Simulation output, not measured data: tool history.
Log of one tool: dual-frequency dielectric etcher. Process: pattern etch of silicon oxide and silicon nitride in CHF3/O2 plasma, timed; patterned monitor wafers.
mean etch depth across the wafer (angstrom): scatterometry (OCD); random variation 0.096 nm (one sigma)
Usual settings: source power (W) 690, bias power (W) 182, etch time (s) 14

run,hour,source power (W),bias power (W),etch time (s),"read-back reference wafer on the same gauge, depth_nm",mean etch depth across the wafer (angstrom)
1,0,690,194,14,24.52,226.8
# hour 140.7: wet clean of the chamber
2,277.2,690,194,14,24.51,224.2
3,321,690,182,14,24.49,219.3
4,418.6,690,182,15.5,24.51,243.9
5,456.9,690,182,15.5,24.51,242.1
6,551.5,690,182,14,24.5,221.5
7,592.2,690,182,14,24.51,220.2
8,680.6,780,182,14,24.51,230.2
# hour 732.8: gauge calibrated
9,742.9,690,162,14,24.5,211.7
# hour 812: wet clean of the chamber
10,848.9,690,162,14,24.5,209.5
11,925.3,690,204,14,24.48,225.3
12,1012.7,690,204,14,24.5,226.4
# hour 1068: source power generator calibrated
13,1103.9,690,204,14,24.47,230.9
# hour 1162: upper electrode replaced
14,1162.5,640,182,14,24.5,215.4
15,1248.9,690,182,15.5,24.5,247
16,1288.8,690,162,14,24.49,216
17,1371.2,690,201,16.5,24.5,270.4
# hour 1408.3: wet clean of the chamber
# hour 1414: bias power generator calibrated
18,1469.7,860,182,11.5,24.5,203
19,1540.8,690,182,11,24.51,175.4
20,1585.2,690,182,14,24.5,224.7
21,1650.5,740,144,12.5,24.5,193.7
22,1714,560,227,14,24.48,214.5
23,1956.5,570,157,15,24.52,210.6
24,2010.1,690,162,14,24.51,215.9
# hour 2066.5: wet clean of the chamber
25,2067,760,182,16,24.49,268.3
26,2102.7,640,182,14,24.49,214.9
27,2154.8,690,169,14,24.52,218.6
28,2194.3,690,182,14,24.5,224.1
29,2261,640,147,10,24.5,145.2

Forecast each of these 4 alternatives for the next run:
A,2261.4,690,182,14,?,?
B,2261.4,840,143,14,?,?
C,2261.4,570,196,14,?,?
D,2261.4,760,182,16.5,?,?

run,"read-back reference wafer on the same gauge, depth_nm",mean etch depth across the wafer (angstrom)
A,24.5,224.3
B,24.5,230.5
C,24.5,209.1
D,24.5,276.5
Without the tool's hidden state the same runs would have given:
run,mean etch depth across the wafer (angstrom)
A,224.9
B,231.1
C,209.7
D,277.3
